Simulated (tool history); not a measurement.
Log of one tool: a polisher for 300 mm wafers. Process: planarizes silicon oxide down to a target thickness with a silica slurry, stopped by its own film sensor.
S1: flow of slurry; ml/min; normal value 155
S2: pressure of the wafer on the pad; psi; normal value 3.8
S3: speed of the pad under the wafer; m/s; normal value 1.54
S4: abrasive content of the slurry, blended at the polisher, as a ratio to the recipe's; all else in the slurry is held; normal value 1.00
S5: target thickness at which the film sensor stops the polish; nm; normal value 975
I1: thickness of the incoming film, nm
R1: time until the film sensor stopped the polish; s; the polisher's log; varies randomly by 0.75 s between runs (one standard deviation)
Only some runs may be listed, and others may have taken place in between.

run 1 day=0.000 | S1=155 S2=3.4 S3=1.54 S4=1.00 S5=975 | I1=1239.9 | R1=97.0
run 2 day=0.679 | S1=115 S2=3.8 S3=1.54 S4=1.00 S5=975 | I1=1227.7 | R1=90.0
run 3 day=1.775 | S1=155 S2=3.8 S3=1.40 S4=0.80 S5=975 | I1=1197.6 | R1=94.5
-- day=3.100 slurry nozzle cleaned
run 4 day=3.233 | S1=155 S2=3.8 S3=1.92 S4=0.80 S5=975 | I1=1237.6 | R1=87.9
run 5 day=3.783 | S1=100 S2=3.8 S3=1.54 S4=1.00 S5=975 | I1=1219.7 | R1=82.1
-- day=4.212 slurry blender recalibrated
-- day=7.092 worn pad replaced by a new one
run 6 day=8.183 | S1=155 S2=3.8 S3=1.54 S4=1.00 S5=975 | I1=1218.2 | R1=76.9
-- day=8.767 conditioning disc replaced and pad reconditioned
run 7 day=9.646 | S1=155 S2=3.8 S3=1.40 S4=1.00 S5=920 | I1=1224.9 | R1=100.7
run 8 day=10.412 | S1=155 S2=4.2 S3=1.18 S4=1.10 S5=1030 | I1=1206.8 | R1=54.1
run 9 day=11.342 | S1=155 S2=3.0 S3=1.54 S4=1.00 S5=975 | I1=1227.8 | R1=96.7
run 10 day=11.946 | S1=155 S2=3.8 S3=1.54 S4=1.00 S5=975 | I1=1194.3 | R1=70.8
run 11 day=12.721 | S1=155 S2=3.8 S3=1.54 S4=1.00 S5=902 | I1=1242.3 | R1=109.2
run 12 day=13.371 | S1=155 S2=3.8 S3=1.54 S4=0.85 S5=1026 | I1=1208.2 | R1=68.9
-- day=14.021 slurry blender recalibrated
run 13 day=14.542 | S1=155 S2=3.8 S3=1.70 S4=1.00 S5=923 | I1=1217.3 | R1=89.6
run 14 day=15.717 | S1=155 S2=3.3 S3=1.54 S4=1.00 S5=1059 | I1=1214.5 | R1=55.5
run 15 day=17.188 | S1=100 S2=4.8 S3=1.30 S4=1.00 S5=899 | I1=1218.4 | R1=102.0
-- day=19.150 worn pad replaced by a new one
run 16 day=19.867 | S1=155 S2=3.8 S3=1.54 S4=1.00 S5=975 | I1=1221.8 | R1=81.5
run 17 day=20.692 | S1=155 S2=3.8 S3=1.54 S4=1.20 S5=975 | I1=1226.4 | R1=72.7
run 18 day=21.325 | S1=190 S2=3.8 S3=1.54 S4=1.00 S5=1047 | I1=1219.3 | R1=54.8
run 19 day=22.062 | S1=155 S2=4.3 S3=1.24 S4=1.00 S5=975 | I1=1225.9 | R1=82.3
run 20 day=23.512 | S1=190 S2=4.6 S3=1.54 S4=1.00 S5=975 | I1=1235.6 | R1=71.8
-- day=24.458 slurry blender recalibrated
run 21 day=24.504 | S1=155 S2=3.8 S3=1.54 S4=1.00 S5=975 | I1=1245.2 | R1=89.0
-- day=25.362 conditioning disc replaced and pad reconditioned
run 22 day=25.767 | S1=155 S2=3.8 S3=1.54 S4=1.00 S5=975 | I1=1233.0 | R1=86.1
run 23 day=27.121 | S1=155 S2=4.3 S3=1.94 S4=1.00 S5=916 | I1=1229.1 | R1=84.0
run 24 day=28.071 | S1=155 S2=3.5 S3=1.54 S4=1.10 S5=975 | I1=1205.3 | R1=76.2
run 25 day=29.375 | S1=115 S2=2.9 S3=1.54 S4=1.20 S5=928 | I1=1227.0 | R1=114.2

Each run again, without the hidden state but with its own random variation kept:
What the log doesn't record here: removal rate lost through wear of the pad, %; slurry flow missing at the pad, %; deviation of the head's pressure from its setpoint, %; abrasive missing from the slurry, %; time polished since the conditioner stopped cutting, s.
run=1 R1=89.6
run=2 R1=81.4
run=3 R1=87.1
run=4 R1=87.5
run=5 R1=81.3
run=6 R1=74.6
run=7 R1=96.9
run=8 R1=51.9
run=9 R1=92.4
run=10 R1=67.5
run=11 R1=103.9
run=12 R1=65.4
run=13 R1=84.7
run=14 R1=52.2
run=15 R1=93.5
run=16 R1=76.0
run=17 R1=67.6
run=18 R1=51.4
run=19 R1=76.4
run=20 R1=67.2
run=21 R1=82.2
run=22 R1=79.4
run=23 R1=77.3
run=24 R1=70.1
run=25 R1=102.8
